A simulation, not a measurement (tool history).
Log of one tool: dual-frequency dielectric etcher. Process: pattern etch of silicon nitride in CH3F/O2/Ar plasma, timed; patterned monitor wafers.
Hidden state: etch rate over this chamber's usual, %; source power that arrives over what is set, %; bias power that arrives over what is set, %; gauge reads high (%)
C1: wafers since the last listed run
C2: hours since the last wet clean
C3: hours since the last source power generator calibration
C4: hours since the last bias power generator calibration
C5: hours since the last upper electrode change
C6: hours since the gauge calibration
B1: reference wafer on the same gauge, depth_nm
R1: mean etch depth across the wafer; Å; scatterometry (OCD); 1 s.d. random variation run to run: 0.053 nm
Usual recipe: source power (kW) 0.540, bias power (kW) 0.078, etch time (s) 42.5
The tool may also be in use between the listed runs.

run 1 day=0.000 | source_power_(kW)=0.540 bias_power_(kW)=0.078 etch_time_(s)=42.5 | C1=0 C2=424.8 C3=2517.0 C4=2089.9 C5=1830.2 C6=250.2 | B1=33.41 | R1=344.5
run 2 day=0.279 | source_power_(kW)=0.540 bias_power_(kW)=0.078 etch_time_(s)=42.5 | C1=123 C2=431.5 C3=2523.7 C4=2096.6 C5=1836.9 C6=256.9 | B1=33.40 | R1=344.1
run 3 day=0.654 | source_power_(kW)=0.540 bias_power_(kW)=0.078 etch_time_(s)=42.5 | C1=165 C2=440.5 C3=2532.7 C4=2105.6 C5=1845.9 C6=265.9 | B1=33.38 | R1=343.9
run 4 day=1.162 | source_power_(kW)=0.540 bias_power_(kW)=0.078 etch_time_(s)=42.5 | C1=224 C2=452.7 C3=2544.9 C4=2117.8 C5=1858.1 C6=278.1 | B1=33.39 | R1=343.2
run 5 day=1.642 | source_power_(kW)=0.540 bias_power_(kW)=0.078 etch_time_(s)=42.5 | C1=211 C2=464.2 C3=2556.4 C4=2129.3 C5=1869.6 C6=289.6 | B1=33.39 | R1=342.8
-- day=1.896 source power generator calibrated
run 6 day=2.288 | source_power_(kW)=0.540 bias_power_(kW)=0.093 etch_time_(s)=46.0 | C1=211 C2=479.7 C3=9.4 C4=2144.8 C5=1885.1 C6=305.1 | B1=33.40 | R1=399.1
run 7 day=2.604 | source_power_(kW)=0.540 bias_power_(kW)=0.093 etch_time_(s)=46.0 | C1=139 C2=487.3 C3=17.0 C4=2152.4 C5=1892.7 C6=312.7 | B1=33.40 | R1=399.2
-- day=2.838 gauge calibrated
run 8 day=2.938 | source_power_(kW)=0.540 bias_power_(kW)=0.078 etch_time_(s)=42.5 | C1=146 C2=495.3 C3=25.0 C4=2160.4 C5=1900.7 C6=2.4 | B1=33.39 | R1=342.0
run 9 day=3.679 | source_power_(kW)=0.540 bias_power_(kW)=0.078 etch_time_(s)=42.5 | C1=326 C2=513.1 C3=42.8 C4=2178.2 C5=1918.5 C6=20.2 | B1=33.40 | R1=342.3
run 10 day=4.338 | source_power_(kW)=0.500 bias_power_(kW)=0.078 etch_time_(s)=42.5 | C1=290 C2=528.9 C3=58.6 C4=2194.0 C5=1934.3 C6=36.0 | B1=33.41 | R1=336.5
run 11 day=4.829 | source_power_(kW)=0.630 bias_power_(kW)=0.068 etch_time_(s)=42.5 | C1=216 C2=540.7 C3=70.4 C4=2205.8 C5=1946.1 C6=47.8 | B1=33.42 | R1=336.0
run 12 day=5.575 | source_power_(kW)=0.540 bias_power_(kW)=0.078 etch_time_(s)=54.5 | C1=328 C2=558.6 C3=88.3 C4=2223.7 C5=1964.0 C6=65.7 | B1=33.39 | R1=437.8
run 13 day=6.025 | source_power_(kW)=0.670 bias_power_(kW)=0.093 etch_time_(s)=33.5 | C1=198 C2=569.4 C3=99.1 C4=2234.5 C5=1974.8 C6=76.5 | B1=33.39 | R1=305.1
-- day=7.058 wet clean of the chamber
run 14 day=7.079 | source_power_(kW)=0.540 bias_power_(kW)=0.078 etch_time_(s)=42.5 | C1=23 C2=0.5 C3=124.4 C4=2259.8 C5=2000.1 C6=101.8 | B1=33.41 | R1=347.2
run 15 day=7.246 | source_power_(kW)=0.540 bias_power_(kW)=0.078 etch_time_(s)=42.5 | C1=73 C2=4.5 C3=128.4 C4=2263.8 C5=2004.1 C6=105.8 | B1=33.40 | R1=347.0
-- day=7.508 bias power generator calibrated
run 16 day=7.838 | source_power_(kW)=0.540 bias_power_(kW)=0.078 etch_time_(s)=42.5 | C1=187 C2=18.7 C3=142.6 C4=7.9 C5=2018.3 C6=120.0 | B1=33.40 | R1=355.2
run 17 day=8.275 | source_power_(kW)=0.610 bias_power_(kW)=0.070 etch_time_(s)=34.0 | C1=192 C2=29.2 C3=153.1 C4=18.4 C5=2028.8 C6=130.5 | B1=33.41 | R1=279.6
-- day=9.946 upper electrode replaced
run 18 day=9.967 | source_power_(kW)=0.650 bias_power_(kW)=0.078 etch_time_(s)=42.5 | C1=304 C2=69.8 C3=193.7 C4=59.0 C5=0.5 C6=171.1 | B1=33.42 | R1=370.6
run 19 day=9.983 | source_power_(kW)=0.580 bias_power_(kW)=0.078 etch_time_(s)=52.0 | C1=7 C2=70.2 C3=194.1 C4=59.4 C5=0.9 C6=171.5 | B1=33.40 | R1=440.0
run 20 day=9.996 | source_power_(kW)=0.580 bias_power_(kW)=0.066 etch_time_(s)=53.0 | C1=5 C2=70.5 C3=194.4 C4=59.7 C5=1.2 C6=171.8 | B1=33.41 | R1=418.9
run 21 day=10.596 | source_power_(kW)=0.540 bias_power_(kW)=0.086 etch_time_(s)=33.5 | C1=264 C2=84.9 C3=208.8 C4=74.1 C5=15.6 C6=186.2 | B1=33.39 | R1=290.9
run 22 day=11.221 | source_power_(kW)=0.420 bias_power_(kW)=0.060 etch_time_(s)=37.0 | C1=275 C2=99.9 C3=223.8 C4=89.1 C5=30.6 C6=201.2 | B1=33.41 | R1=261.6
run 23 day=11.725 | source_power_(kW)=0.410 bias_power_(kW)=0.086 etch_time_(s)=42.5 | C1=222 C2=112.0 C3=235.9 C4=101.2 C5=42.7 C6=213.3 | B1=33.40 | R1=347.1
run 24 day=11.992 | source_power_(kW)=0.640 bias_power_(kW)=0.078 etch_time_(s)=55.0 | C1=117 C2=118.4 C3=242.3 C4=107.6 C5=49.1 C6=219.7 | B1=33.42 | R1=476.8
run 25 day=12.642 | source_power_(kW)=0.630 bias_power_(kW)=0.078 etch_time_(s)=52.5 | C1=286 C2=134.0 C3=257.9 C4=123.2 C5=64.7 C6=235.3 | B1=33.42 | R1=451.9
run 26 day=13.375 | source_power_(kW)=0.640 bias_power_(kW)=0.068 etch_time_(s)=47.0 | C1=323 C2=151.6 C3=275.5 C4=140.8 C5=82.3 C6=252.9 | B1=33.41 | R1=384.2
run 27 day=13.867 | source_power_(kW)=0.540 bias_power_(kW)=0.084 etch_time_(s)=55.0 | C1=216 C2=163.4 C3=287.3 C4=152.6 C5=94.1 C6=264.7 | B1=33.39 | R1=470.6
run 28 day=14.546 | source_power_(kW)=0.540 bias_power_(kW)=0.087 etch_time_(s)=33.5 | C1=299 C2=179.7 C3=303.6 C4=168.9 C5=110.4 C6=281.0 | B1=33.39 | R1=290.4
run 29 day=14.858 | source_power_(kW)=0.490 bias_power_(kW)=0.078 etch_time_(s)=31.0 | C1=137 C2=187.2 C3=311.1 C4=176.4 C5=117.9 C6=288.5 | B1=33.41 | R1=251.6
-- day=15.158 gauge calibrated
run 30 day=15.538 | source_power_(kW)=0.540 bias_power_(kW)=0.078 etch_time_(s)=42.5 | C1=299 C2=203.5 C3=327.4 C4=192.7 C5=134.2 C6=9.1 | B1=33.42 | R1=352.3

What the log doesn't show, run by run:
source power that arrives over what is set, %: 0 at every run
gauge reads high (%): 0 at every run
H1: etch rate over this chamber's usual, %
H2: bias power that arrives over what is set, %
run=1 H1=-1.24 H2=-5.05
run=2 H1=-1.25 H2=-5.06
run=3 H1=-1.28 H2=-5.08
run=4 H1=-1.31 H2=-5.11
run=5 H1=-1.34 H2=-5.14
run=6 H1=-1.38 H2=-5.18
run=7 H1=-1.39 H2=-5.19
run=8 H1=-1.41 H2=-5.21
run=9 H1=-1.46 H2=-5.25
run=10 H1=-1.5 H2=-5.29
run=11 H1=-1.53 H2=-5.32
run=12 H1=-1.58 H2=-5.36
run=13 H1=-1.6 H2=-5.39
run=14 H1=-0.0619 H2=-5.45
run=15 H1=-0.072 H2=-5.46
run=16 H1=-0.108 H2=-0.278
run=17 H1=-0.135 H2=-0.303
run=18 H1=-0.237 H2=-0.398
run=19 H1=-0.239 H2=-0.399
run=20 H1=-0.239 H2=-0.4
run=21 H1=-0.276 H2=-0.433
run=22 H1=-0.314 H2=-0.469
run=23 H1=-0.344 H2=-0.497
run=24 H1=-0.361 H2=-0.512
run=25 H1=-0.4 H2=-0.549
run=26 H1=-0.445 H2=-0.59
run=27 H1=-0.475 H2=-0.618
run=28 H1=-0.516 H2=-0.656
run=29 H1=-0.535 H2=-0.674
run=30 H1=-0.576 H2=-0.712
